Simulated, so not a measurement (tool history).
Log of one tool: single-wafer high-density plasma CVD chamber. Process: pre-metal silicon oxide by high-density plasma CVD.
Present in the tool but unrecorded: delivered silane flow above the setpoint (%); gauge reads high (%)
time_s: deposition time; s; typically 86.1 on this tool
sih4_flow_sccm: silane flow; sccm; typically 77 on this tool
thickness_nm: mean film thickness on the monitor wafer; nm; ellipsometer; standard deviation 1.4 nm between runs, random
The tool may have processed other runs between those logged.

run    hour  time_s  sih4_flow_sccm  wafers since the last listed run  hours since the silane flow controller was replaced  hours since the gauge calibration  read-back reference wafer on the same gauge, thickness_nm  thickness_nm
  1       0    86.1              77                                 0                                                904.1                                477                                                     688.13       683.337
  2    40.9    86.1              77                               659                                                  945                              517.9                                                    688.208       683.686
  3   129.4    86.1              77                              1427                                               1033.5                              606.4                                                    688.291       685.873
  4   165.5    86.1              73                               582                                               1069.6                              642.5                                                    687.885       653.984
  5   203.3    86.1              73                               609                                               1107.4                              680.3                                                      688.3       656.417
  6     259    86.1              73                               898                                               1163.1                                736                                                    688.336       660.306
  7   330.5    86.1              66                              1153                                               1234.6                              807.5                                                    688.459        604.39
  8   394.2    86.1              77                              1027                                               1298.3                              871.2                                                    688.111       690.421
  9   432.5    86.1              77                               617                                               1336.6                              909.5                                                     687.93       689.116
 10   535.7    86.1              77                              1665                                               1439.8                             1012.7                                                    687.383       689.031
 11   637.6    86.1              86                              1644                                               1541.7                             1114.6                                                    687.686       753.827
 12   674.4    86.1              86                               593                                               1578.5                             1151.4                                                     687.93       756.552
      694.3  -- silane flow controller replaced
 13     777    86.1              86                              1526                                                 82.7                               1254                                                    687.822       748.535
 14   841.2    86.1              77                              1035                                                146.9                             1318.2                                                    687.981       684.581
 15   882.9    86.1              77                               672                                                188.6                             1359.9                                                    688.493       685.014
 16   924.1    86.1              77                               664                                                229.8                             1401.1                                                    688.406       681.617
 17   983.2    70.9              81                               953                                                288.9                             1460.2                                                    687.875       588.865
 18  1076.9   102.5              64                              1511                                                382.6                             1553.9                                                    687.831       697.648
 19  1155.9    86.1              77                              1274                                                461.6                             1632.9                                                    688.117       684.057
 20  1221.4    76.8              77                              1056                                                527.1                             1698.4                                                    687.914       609.299
     1259.7  -- gauge calibrated
 21  1313.6    73.5              82                              1487                                                619.3                               53.9                                                    687.692        617.56
 22  1387.5    90.6              70                              1192                                                693.2                              127.8                                                    688.306       665.693
 23  1476.4   102.7              70                              1434                                                782.1                              216.7                                                    687.641       755.899
 24  1573.8      98              87                              1571                                                879.5                              314.1                                                    688.314       867.683
 25  1666.9      99              62                              1502                                                972.6                              407.2                                                    687.808         660.5
 26  1885.4    86.1              77                              3525                                               1191.1                              625.7                                                    688.399       686.654
 27  1922.8    86.1              71                               603                                               1228.5                              663.1                                                    688.151        640.37
 28  1992.6    93.4              89                              1126                                               1298.3                              732.9                                                    687.876       843.834
 29  2093.3    80.8              66                              1624                                                 1399                              833.6                                                    688.073       568.342
 30  2144.9    92.3              89                               832                                               1450.6                              885.2                                                    688.321        833.54
 31  2225.6    76.4              85                              1302                                               1531.3                              965.9                                                    688.272       664.836
 32  2265.8    86.1              77                               648                                               1571.5                             1006.1                                                    687.642       688.583
 33    2311    86.1              68                               729                                               1616.7                             1051.3                                                    688.194       619.343

What was the tool's hidden state at every run in the log?
gauge reads high (%): 0 at every run
H1: delivered silane flow above the setpoint (%)
run       H1
  1    0.581
  2    0.607
  3    0.663
  4    0.686
  5     0.71
  6    0.745
  7     0.79
  8    0.831
  9    0.855
 10     0.92
 11    0.985
 12     1.01
 13  -0.0135
 14   0.0271
 15   0.0535
 16   0.0796
 17    0.117
 18    0.176
 19    0.226
 20    0.268
 21    0.326
 22    0.373
 23    0.429
 24    0.491
 25    0.549
 26    0.688
 27    0.711
 28    0.755
 29    0.819
 30    0.852
 31    0.903
 32    0.928
 33    0.957

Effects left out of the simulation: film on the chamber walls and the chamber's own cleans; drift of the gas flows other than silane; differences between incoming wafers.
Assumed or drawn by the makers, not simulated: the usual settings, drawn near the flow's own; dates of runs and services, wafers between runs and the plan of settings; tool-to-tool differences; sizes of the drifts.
